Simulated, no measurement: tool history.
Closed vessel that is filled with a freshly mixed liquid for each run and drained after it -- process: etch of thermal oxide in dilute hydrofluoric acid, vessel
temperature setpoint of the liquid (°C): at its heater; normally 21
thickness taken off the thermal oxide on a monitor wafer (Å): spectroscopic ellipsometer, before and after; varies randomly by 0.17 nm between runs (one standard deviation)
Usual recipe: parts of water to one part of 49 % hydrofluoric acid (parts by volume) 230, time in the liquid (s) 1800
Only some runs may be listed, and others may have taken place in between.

run	hour	temperature setpoint of the liquid (°C)	parts of water to one part of 49 % hydrofluoric acid (parts by volume)	time in the liquid (s)	wafers since the last listed run	hours since the thermometer was replaced	hours since the hydrofluoric acid flow meter was replaced	hours since the gauge calibration	read-back film thickness of the thermal oxide reference wafer, read on the same gauge (nm)	thickness taken off the thermal oxide on a monitor wafer (Å)
1	0	21	230	2110	0	2399.7	452.9	408.7	91.8	338.8
# hour 8.2: hydrofluoric acid flow meter replaced
2	24.4	21	230	2110	743	2424.1	16.2	433.1	91.91	337.3
3	55.2	21	230	1800	978	2454.9	47	463.9	91.99	288.4
4	73.6	21	230	1800	584	2473.3	65.4	482.3	92.07	288.6
5	98.6	21	230	1800	794	2498.3	90.4	507.3	92.16	289.9
6	125.7	21	230	1800	860	2525.4	117.5	534.4	92.27	290.7
7	160.6	21	230	1800	1108	2560.3	152.4	569.3	92.41	290.4
8	186.9	21	230	1800	835	2586.6	178.7	595.6	92.45	291.9
9	222.3	21	230	1800	1124	2622	214.1	631	92.6	289.7
10	253.6	21	230	1800	994	2653.3	245.4	662.3	92.72	289
11	272.9	21	230	1800	613	2672.6	264.7	681.6	92.78	290.2
# hour 273.4: gauge calibrated
12	307.9	21	230	1800	1111	2707.6	299.7	34.5	90.16	282.2
13	342.1	21	255	1800	1086	2741.8	333.9	68.7	90.25	250
14	375.3	21	255	1800	1054	2775	367.1	101.9	90.38	249.3
15	403.7	23.5	230	1800	902	2803.4	395.5	130.3	90.46	311.4
16	418.9	23.5	230	1800	482	2818.6	410.7	145.5	90.53	311.4
17	434	21	230	1505	479	2833.7	425.8	160.6	90.54	239
18	455.5	22.5	315	2715	682	2855.2	447.3	182.1	90.61	305.3
19	480.2	24.5	285	2320	784	2879.9	472	206.8	90.72	316.9
20	504.7	21	230	1800	778	2904.4	496.5	231.3	90.81	288.3
# hour 507.5: hydrofluoric acid flow meter replaced
21	521.1	25	345	1495	489	2920.8	13.6	247.7	90.84	163.7
22	546.9	21	230	1800	819	2946.6	39.4	273.5	90.98	288.9
23	564.3	21	230	1800	552	2964	56.8	290.9	91.03	284.9
# hour 575.3: thermometer replaced
24	589.1	19.5	270	1800	755	13.8	81.6	315.7	91.16	220.3
25	606.3	21	230	1275	546	31	98.8	332.9	91.15	202.4
26	641.4	22.5	285	2610	1114	66.1	133.9	368	91.33	339
27	655.2	24.5	285	2320	438	79.9	147.7	381.8	91.39	318.2
28	684.1	25.5	345	2260	917	108.8	176.6	410.7	91.43	251.5
29	709.9	19	265	2150	819	134.6	202.4	436.5	91.55	270.8
30	726.4	24.5	230	2625	524	151.1	218.9	453	91.61	476.1
31	743.2	21	230	1490	533	167.9	235.7	469.8	91.71	238.7
32	758.1	17.5	160	2335	473	182.8	250.6	484.7	91.75	502.2
33	777.6	21	230	1275	619	202.3	270.1	504.2	91.79	203.6

Describe how what the log doesn't record of the tool's condition differs between the last listed run preceding each entry between runs and the first listed run following it.
Run 1 -> run 2: hydrofluoric acid flow meter replaced (hour 8.2)
  gauge reads high (%): 2 -> 2.1
  measured value less the no-hidden-state value, thickness taken off the thermal oxide on a monitor wafer (Å): +6.6 -> +7
Run 11 -> run 12: gauge calibrated (hour 273.4)
  gauge reads high (%): 3.09 -> 0.134
  measured value less the no-hidden-state value, thickness taken off the thermal oxide on a monitor wafer (Å): +8.7 -> +0.4
Run 20 -> run 21: hydrofluoric acid flow meter replaced (hour 507.5)
  gauge reads high (%): 0.921 -> 0.987
  measured value less the no-hidden-state value, thickness taken off the thermal oxide on a monitor wafer (Å): +2.6 -> +1.6
Run 23 -> run 24: thermometer replaced (hour 575.3)
  gauge reads high (%): 1.16 -> 1.26
  measured value less the no-hidden-state value, thickness taken off the thermal oxide on a monitor wafer (Å): +3.3 -> +2.7
